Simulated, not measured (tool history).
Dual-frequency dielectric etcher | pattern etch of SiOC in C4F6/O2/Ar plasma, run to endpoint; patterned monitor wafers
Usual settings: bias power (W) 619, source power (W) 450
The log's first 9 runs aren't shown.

run,hour,bias power (W),source power (W),"incoming incoming film thickness, nm",endpoint time (s)
# hour 225.0: upper electrode replaced
10,225.5,619,450,42.63,12.9
11,231.7,619,450,42.31,12.8
12,254.7,619,450,43.07,13.1
13,280.1,619,450,42.47,12.9
14,328.4,619,480,42.33,12.6
15,354.4,619,450,42.73,13.1
16,369.0,701,420,42.43,12.8
17,390.9,672,380,42.62,13.7
# hour 420.2: source power generator calibrated
18,420.7,705,370,42.92,13.8
# hour 436.4: bias power generator calibrated
19,442.9,619,500,43.12,12.7
20,467.1,619,410,42.38,13.5
21,497.9,619,450,42.66,13.2
# hour 529.3: wet clean of the chamber
22,529.8,619,450,43.00,12.6
23,536.6,619,450,42.56,12.5
24,571.7,467,520,42.34,12.9

Forecast run 25:
25,600.4,690,490,43.02,?

endpoint time (s): 11.9
Without the tool's hidden state the same run would have given endpoint time (s) 12.0.
